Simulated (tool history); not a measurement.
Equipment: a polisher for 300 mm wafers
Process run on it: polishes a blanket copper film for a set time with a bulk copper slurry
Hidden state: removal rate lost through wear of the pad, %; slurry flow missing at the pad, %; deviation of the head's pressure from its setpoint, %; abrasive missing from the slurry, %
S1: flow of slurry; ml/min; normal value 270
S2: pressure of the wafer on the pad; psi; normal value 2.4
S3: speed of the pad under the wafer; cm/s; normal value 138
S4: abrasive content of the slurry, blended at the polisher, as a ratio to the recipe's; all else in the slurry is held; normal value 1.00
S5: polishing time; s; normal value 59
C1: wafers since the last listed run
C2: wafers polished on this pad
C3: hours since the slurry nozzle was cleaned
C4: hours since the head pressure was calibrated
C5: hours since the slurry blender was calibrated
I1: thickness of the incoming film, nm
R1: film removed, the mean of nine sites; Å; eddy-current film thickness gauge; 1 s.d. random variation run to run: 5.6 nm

Run 1, hour 0.0: usual settings; C1 0; C2 384; C3 24.5; C4 943.3; C5 108.0; I1 2913.5. Result: R1 7119 Å.
Run 2, hour 23.5: usual settings; C1 268; C2 652; C3 48.0; C4 966.8; C5 131.5; I1 2888.5. Result: R1 7108 Å.
Run 3, hour 51.5: usual settings but S3 166 cm/s; C1 320; C2 972; C3 76.0; C4 994.8; C5 159.5; I1 2985.7. Result: R1 8428 Å.
At hour 72.5: worn pad replaced by a new one.
Run 4, hour 83.3: usual settings but S2 2.8 psi, S5 53 s; C1 317; C2 123; C3 107.8; C4 1026.6; C5 191.3; I1 2935.2. Result: R1 7085 Å.
Run 5, hour 101.7: usual settings but S2 2.8 psi, S5 53 s; C1 210; C2 333; C3 126.2; C4 1045.0; C5 209.7; I1 2912.0. Result: R1 7133 Å.
Run 6, hour 124.3: usual settings but S2 2.2 psi; C1 258; C2 591; C3 148.8; C4 1067.6; C5 232.3; I1 2919.0. Result: R1 6646 Å.
Run 7, hour 145.0: usual settings but S3 110 cm/s; C1 236; C2 828; C3 169.5; C4 1088.3; C5 253.0; I1 2930.3. Result: R1 5756 Å.
At hour 163.0: slurry blender recalibrated.
At hour 169.9: worn pad replaced by a new one.
Run 8, hour 171.9: usual settings but S3 110 cm/s; C1 238; C2 22; C3 196.4; C4 1115.2; C5 8.9; I1 2954.4. Result: R1 5787 Å.
At hour 178.3: head pressure recalibrated.
Run 9, hour 199.1: usual settings but S3 110 cm/s; C1 288; C2 310; C3 223.6; C4 20.8; C5 36.1; I1 2948.5. Result: R1 5307 Å.
Run 10, hour 211.2: usual settings; C1 138; C2 449; C3 235.7; C4 32.9; C5 48.2; I1 2983.8. Result: R1 6569 Å.
Run 11, hour 225.5: usual settings; C1 163; C2 612; C3 250.0; C4 47.2; C5 62.5; I1 2878.1. Result: R1 6560 Å.
Run 12, hour 241.8: usual settings but S1 240 ml/min, S2 3.1 psi; C1 186; C2 799; C3 266.3; C4 63.5; C5 78.8; I1 2993.1. Result: R1 7789 Å.
At hour 256.5: worn pad replaced by a new one.
Run 13, hour 270.2: usual settings but S3 180 cm/s; C1 278; C2 156; C3 294.7; C4 91.9; C5 107.2; I1 2931.1. Result: R1 8374 Å.
Run 14, hour 299.5: usual settings but S3 176 cm/s, S4 1.15; C1 334; C2 491; C3 324.0; C4 121.2; C5 136.5; I1 2954.8. Result: R1 8229 Å.
Run 15, hour 324.0: usual settings; C1 280; C2 771; C3 348.5; C4 145.7; C5 161.0; I1 2996.0. Result: R1 6445 Å.
Run 16, hour 360.1: usual settings but S1 180 ml/min, S2 2.1 psi, S4 0.85, S5 51 s; C1 412; C2 1184; C3 384.6; C4 181.8; C5 197.1; I1 2949.2. Result: R1 4895 Å.
At hour 372.6: worn pad replaced by a new one.
Run 17, hour 373.1: usual settings; C1 102; C2 5; C3 397.6; C4 194.8; C5 210.1; I1 2961.6. Result: R1 6466 Å.
At hour 387.4: slurry nozzle cleaned.
Run 18, hour 402.7: usual settings but S1 245 ml/min, S3 100 cm/s; C1 326; C2 332; C3 15.3; C4 224.4; C5 239.7; I1 2922.0. Result: R1 5035 Å.
At hour 409.4: slurry blender recalibrated.
Run 19, hour 431.2: usual settings; C1 302; C2 635; C3 43.8; C4 252.9; C5 21.8; I1 2926.2. Result: R1 6700 Å.
Run 20, hour 454.9: usual settings but S5 44 s; C1 270; C2 906; C3 67.5; C4 276.6; C5 45.5; I1 2960.0. Result: R1 5038 Å.
Run 21, hour 479.6: usual settings but S1 200 ml/min, S2 2.8 psi; C1 282; C2 1188; C3 92.2; C4 301.3; C5 70.2; I1 2897.0. Result: R1 7302 Å.
At hour 489.0: worn pad replaced by a new one.
Run 22, hour 506.2: usual settings; C1 258; C2 196; C3 118.8; C4 327.9; C5 96.8; I1 2943.7. Result: R1 6723 Å.

Forecast each of these 4 alternatives for the next run:
Run A, hour 506.6: usual settings; C1 4; C2 201; C3 119.2; C4 328.3; C5 97.2; I1 2917.0. Result: R1 ?.
Run B, hour 506.6: usual settings but S2 2.2 psi, S5 45 s; C1 4; C2 201; C3 119.2; C4 328.3; C5 97.2; I1 2917.0. Result: R1 ?.
Run C, hour 506.6: usual settings but S1 225 ml/min, S2 2.2 psi, S4 1.20, S5 71 s; C1 4; C2 201; C3 119.2; C4 328.3; C5 97.2; I1 2917.0. Result: R1 ?.
Run D, hour 506.6: usual settings but S1 345 ml/min, S3 116 cm/s, S5 78 s; C1 4; C2 201; C3 119.2; C4 328.3; C5 97.2; I1 2917.0. Result: R1 ?.

run    R1
  A  6719
  B  4831
  C  7706
  D  7717
Had the tool no hidden state, the same runs would have come out as:
run    R1
  A  6663
  B  4792
  C  7651
  D  7642

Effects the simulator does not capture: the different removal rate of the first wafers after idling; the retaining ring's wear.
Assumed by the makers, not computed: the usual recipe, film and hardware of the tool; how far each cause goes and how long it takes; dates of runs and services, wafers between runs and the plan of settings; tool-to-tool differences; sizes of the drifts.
